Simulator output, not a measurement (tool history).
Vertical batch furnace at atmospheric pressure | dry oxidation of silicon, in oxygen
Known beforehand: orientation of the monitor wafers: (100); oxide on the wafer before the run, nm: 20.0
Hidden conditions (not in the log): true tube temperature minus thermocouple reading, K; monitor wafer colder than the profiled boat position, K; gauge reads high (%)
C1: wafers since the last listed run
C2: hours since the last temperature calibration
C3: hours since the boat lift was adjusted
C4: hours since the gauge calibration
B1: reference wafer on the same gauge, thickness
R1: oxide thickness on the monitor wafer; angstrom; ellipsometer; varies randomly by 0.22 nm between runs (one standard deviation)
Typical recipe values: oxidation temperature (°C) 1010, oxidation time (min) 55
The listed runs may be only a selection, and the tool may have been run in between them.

Run 1, day 0: usual settings but oxidation time (min) 45.5; C1 0; C2 1172.7; C3 4217; C4 1392.1; B1 45.62. Result: R1 462.9 angstrom.
Run 2, day 1.562: usual settings but oxidation time (min) 45.5; C1 657; C2 1210.2; C3 4254.5; C4 1429.6; B1 45.62. Result: R1 456.9 angstrom.
Run 3, day 3.796: usual settings; C1 939; C2 1263.8; C3 4308.1; C4 1483.2; B1 45.68. Result: R1 505.3 angstrom.
Run 4, day 6.267: usual settings; C1 1039; C2 1323.1; C3 4367.4; C4 1542.5; B1 45.54. Result: R1 504.9 angstrom.
Run 5, day 8.362: usual settings; C1 881; C2 1373.4; C3 4417.7; C4 1592.8; B1 45.58. Result: R1 505.7 angstrom.
Run 6, day 12.233: usual settings; C1 1627; C2 1466.3; C3 4510.6; C4 1685.7; B1 45.55. Result: R1 509.9 angstrom.
Run 7, day 14.229: usual settings; C1 839; C2 1514.2; C3 4558.5; C4 1733.6; B1 45.54. Result: R1 502.8 angstrom.
Run 8, day 18.129: usual settings but oxidation temperature (°C) 1029, oxidation time (min) 72.5; C1 1640; C2 1607.8; C3 4652.1; C4 1827.2; B1 45.57. Result: R1 691.7 angstrom.
Run 9, day 20.096: usual settings but oxidation temperature (°C) 1029, oxidation time (min) 72.5; C1 827; C2 1655; C3 4699.3; C4 1874.4; B1 45.66. Result: R1 688.9 angstrom.
Run 10, day 22.962: usual settings but oxidation temperature (°C) 1029, oxidation time (min) 72.5; C1 1205; C2 1723.8; C3 4768.1; C4 1943.2; B1 45.58. Result: R1 690.3 angstrom.
Run 11, day 26.042: usual settings; C1 1294; C2 1797.7; C3 4842; C4 2017.1; B1 45.58. Result: R1 505.8 angstrom.
Run 12, day 28.733: usual settings; C1 1131; C2 1862.3; C3 4906.6; C4 2081.7; B1 45.63. Result: R1 502.5 angstrom.
Run 13, day 32.988: usual settings; C1 1788; C2 1964.4; C3 5008.7; C4 2183.8; B1 45.61. Result: R1 502.8 angstrom.
Run 14, day 34.788: usual settings; C1 756; C2 2007.6; C3 5051.9; C4 2227; B1 45.59. Result: R1 504.7 angstrom.
At day 39.258: boat lift adjusted.
Run 15, day 39.279: usual settings; C1 1468; C2 2115.4; C3 0.5; C4 2334.8; B1 45.57. Result: R1 521.7 angstrom.
Run 16, day 43.179: usual settings; C1 1640; C2 2209; C3 94.1; C4 2428.4; B1 45.58. Result: R1 516.5 angstrom.
Run 17, day 47.333: usual settings; C1 1746; C2 2308.7; C3 193.8; C4 2528.1; B1 45.65. Result: R1 516.9 angstrom.
Run 18, day 50.104: usual settings; C1 1165; C2 2375.2; C3 260.3; C4 2594.6; B1 45.53. Result: R1 513.7 angstrom.
Run 19, day 54.188: usual settings but oxidation temperature (°C) 1029, oxidation time (min) 75; C1 1717; C2 2473.2; C3 358.3; C4 2692.6; B1 45.58. Result: R1 722.3 angstrom.
Run 20, day 57.788: usual settings; C1 1513; C2 2559.6; C3 444.7; C4 2779; B1 45.5. Result: R1 519.5 angstrom.
Run 21, day 59.346: usual settings but oxidation temperature (°C) 1000, oxidation time (min) 30.5; C1 655; C2 2597; C3 482.1; C4 2816.4; B1 45.66. Result: R1 358.9 angstrom.
Run 22, day 63.725: usual settings but oxidation temperature (°C) 1020, oxidation time (min) 62; C1 1841; C2 2702.1; C3 587.2; C4 2921.5; B1 45.59. Result: R1 600.7 angstrom.
Run 23, day 65.475: usual settings; C1 735; C2 2744.1; C3 629.2; C4 2963.5; B1 45.58. Result: R1 515.8 angstrom.
Run 24, day 72.562: usual settings but oxidation temperature (°C) 991, oxidation time (min) 75.5; C1 2980; C2 2914.2; C3 799.3; C4 3133.6; B1 45.61. Result: R1 526 angstrom.
Run 25, day 75.771: usual settings but oxidation temperature (°C) 998, oxidation time (min) 29.5; C1 1349; C2 2991.2; C3 876.3; C4 3210.6; B1 45.58. Result: R1 347.5 angstrom.
Run 26, day 77.275: usual settings; C1 632; C2 3027.3; C3 912.4; C4 3246.7; B1 45.67. Result: R1 516.9 angstrom.
Run 27, day 80.708: usual settings but oxidation temperature (°C) 1025, oxidation time (min) 65.5; C1 1443; C2 3109.7; C3 994.8; C4 3329.1; B1 45.61. Result: R1 644.2 angstrom.
Run 28, day 83.854: usual settings but oxidation temperature (°C) 996; C1 1322; C2 3185.2; C3 1070.3; C4 3404.6; B1 45.6. Result: R1 463 angstrom.
At day 86.025: gauge calibrated.
At day 87.329: thermocouples replaced and temperature profile calibrated.
Run 29, day 87.375: usual settings but oxidation temperature (°C) 992, oxidation time (min) 34; C1 1060; C2 1.1; C3 1154.8; C4 32.4; B1 45.61. Result: R1 355.1 angstrom.
Run 30, day 89.588: usual settings; C1 930; C2 54.2; C3 1207.9; C4 85.5; B1 45.52. Result: R1 516.6 angstrom.
Run 31, day 92.254: usual settings but oxidation temperature (°C) 987, oxidation time (min) 47.5; C1 1121; C2 118.2; C3 1271.9; C4 149.5; B1 45.5. Result: R1 403.4 angstrom.
Run 32, day 95.962: usual settings but oxidation temperature (°C) 1033, oxidation time (min) 40; C1 1559; C2 207.2; C3 1360.9; C4 238.5; B1 45.55. Result: R1 516.7 angstrom.
Run 33, day 97.529: usual settings but oxidation time (min) 71; C1 658; C2 244.8; C3 1398.5; C4 276.1; B1 45.58. Result: R1 596.3 angstrom.
Run 34, day 100.938: usual settings; C1 1433; C2 326.6; C3 1480.3; C4 357.9; B1 45.55. Result: R1 512.5 angstrom.
Run 35, day 104.354: usual settings; C1 1436; C2 408.6; C3 1562.3; C4 439.9; B1 45.62. Result: R1 514.2 angstrom.
Run 36, day 106.683: usual settings but oxidation temperature (°C) 1018, oxidation time (min) 40; C1 979; C2 464.5; C3 1618.2; C4 495.8; B1 45.65. Result: R1 459.8 angstrom.
Run 37, day 108.842: usual settings but oxidation temperature (°C) 994, oxidation time (min) 66.5; C1 907; C2 516.3; C3 1670; C4 547.6; B1 45.6. Result: R1 502.1 angstrom.
Run 38, day 112.283: usual settings; C1 1447; C2 598.9; C3 1752.6; C4 630.2; B1 45.59. Result: R1 512.9 angstrom.
Run 39, day 124.633: usual settings but oxidation temperature (°C) 989, oxidation time (min) 81; C1 5193; C2 895.3; C3 2049; C4 926.6; B1 45.6. Result: R1 539.3 angstrom.
Run 40, day 127.838: usual settings; C1 1347; C2 972.2; C3 2125.9; C4 1003.5; B1 45.59. Result: R1 510.4 angstrom.

A few steps of R1 between consecutive runs. Split each: what settings, incoming material and random variation would produce without the hidden state, and what is left over for the hidden state, along with gauge scatter present in only one of the two compared results (measured, and without hidden state):
Run 7 -> 8: oxidation temperature (°C) 1010 -> 1029, oxidation time (min) 55 -> 72.5. R1 +188.9 angstrom: hidden state -6.3, all else +195.2.
Run 10 -> 11: oxidation temperature (°C) 1029 -> 1010, oxidation time (min) 72.5 -> 55. R1 -184.5 angstrom: hidden state +5.9, all else -190.4.
Run 14 -> 15: boat lift adjusted. R1 +17 angstrom: hidden state +13.6, all else +3.4.
Run 18 -> 19: oxidation temperature (°C) 1010 -> 1029, oxidation time (min) 55 -> 75. R1 +208.6 angstrom: hidden state -2.1, all else +210.7.
Run 19 -> 20: oxidation temperature (°C) 1029 -> 1010, oxidation time (min) 75 -> 55. R1 -202.8 angstrom: hidden state +1.6, all else -204.4.
Run 21 -> 22: oxidation temperature (°C) 1000 -> 1020, oxidation time (min) 30.5 -> 62. R1 +241.8 angstrom: hidden state -3.3, all else +245.1.
